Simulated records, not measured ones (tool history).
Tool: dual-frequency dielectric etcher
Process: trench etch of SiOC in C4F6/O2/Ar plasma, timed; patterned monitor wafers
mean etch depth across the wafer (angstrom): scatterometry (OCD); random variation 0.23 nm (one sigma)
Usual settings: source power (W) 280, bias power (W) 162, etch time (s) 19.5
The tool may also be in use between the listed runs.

run     day  source power (W)  bias power (W)  etch time (s)  wafers since the last listed run  hours since the last wet clean  hours since the last source power generator calibration  hours since the last bias power generator calibration  hours since the last upper electrode change  hours since the gauge calibration  read-back reference wafer on the same gauge, depth_nm  mean etch depth across the wafer (angstrom)
  1   0.000               280             162           19.5                                 0                           116.2                                                   1860.5                                                 1982.5                                       3297.3                              634.5                                                  31.83                                        386.4
  2   2.221               280             162           19.5                               535                           169.5                                                   1913.8                                                 2035.8                                       3350.6                              687.8                                                  31.83                                        389.5
  3   4.142               280             162           19.5                               463                           215.6                                                   1959.9                                                 2081.9                                       3396.7                              733.9                                                  31.86                                        390.9
  4   6.204               330             170           19.5                               497                           265.1                                                   2009.4                                                 2131.4                                       3446.2                              783.4                                                  31.76                                        424.9
  5   8.046               280             162           19.5                               444                           309.3                                                   2053.6                                                 2175.6                                       3490.4                              827.6                                                  31.77                                        389.4
  6   9.896               280             162           19.5                               446                           353.7                                                   2098.0                                                 2220.0                                       3534.8                              872.0                                                  31.84                                        390.5
  7  13.775               280             162           21.0                               935                           446.8                                                   2191.1                                                 2313.1                                       3627.9                              965.1                                                  31.80                                        424.2
     15.338  -- gauge calibrated
     16.204  -- wet clean of the chamber
     24.100  -- upper electrode replaced
  8  24.121               280             162           21.0                              2012                           190.0                                                   2439.4                                                 2561.4                                          0.5                              210.8                                                  31.81                                        410.5
     25.012  -- bias power generator calibrated
  9  28.288               330             162           19.5                               964                           290.0                                                   2539.4                                                   78.6                                        100.5                              310.8                                                  31.76                                        415.6
     30.983  -- source power generator calibrated
 10  31.979               320             181           16.0                               849                           378.6                                                     23.9                                                  167.2                                        189.1                              399.4                                                  31.83                                        356.7
     35.075  -- wet clean of the chamber
 11  36.154               280             162           19.5                               765                            25.9                                                    124.1                                                  267.4                                        289.3                              499.6                                                  31.76                                        383.2
 12  40.038               280             162           19.5                               936                           119.1                                                    217.3                                                  360.6                                        382.5                              592.8                                                  31.77                                        384.7
 13  41.988               310             132           19.5                               470                           165.9                                                    264.1                                                  407.4                                        429.3                              639.6                                                  31.84                                        364.6
 14  45.638               280             162           19.5                               880                           253.5                                                    351.7                                                  495.0                                        516.9                              727.2                                                  31.80                                        384.1
 15  47.171               350             127           19.5                               369                           290.3                                                    388.5                                                  531.8                                        553.7                              764.0                                                  31.72                                        382.4
 16  50.504               330             162           22.5                               803                           370.3                                                    468.5                                                  611.8                                        633.7                              844.0                                                  31.82                                        481.5

Forecast each of these 4 alternatives for the next run:
  A  50.521               280             162           19.5                                 4                           370.7                                                    468.9                                                  612.2                                        634.1                              844.4                                                      ?                                            ?
  B  50.521               230             162           19.5                                 4                           370.7                                                    468.9                                                  612.2                                        634.1                              844.4                                                      ?                                            ?
  C  50.521               280             143           24.5                                 4                           370.7                                                    468.9                                                  612.2                                        634.1                              844.4                                                      ?                                            ?
  D  50.521               230             139           24.0                                 4                           370.7                                                    468.9                                                  612.2                                        634.1                              844.4                                                      ?                                            ?

run  read-back reference wafer on the same gauge, depth_nm  mean etch depth across the wafer (angstrom)
  A                                                  31.79                                        393.8
  B                                                  31.79                                        365.2
  C                                                  31.79                                        467.7
  D                                                  31.79                                        419.0
Without the tool's hidden state the same runs would have given:
run  mean etch depth across the wafer (angstrom)
  A                                        385.0
  B                                        357.1
  C                                        457.2
  D                                        409.6
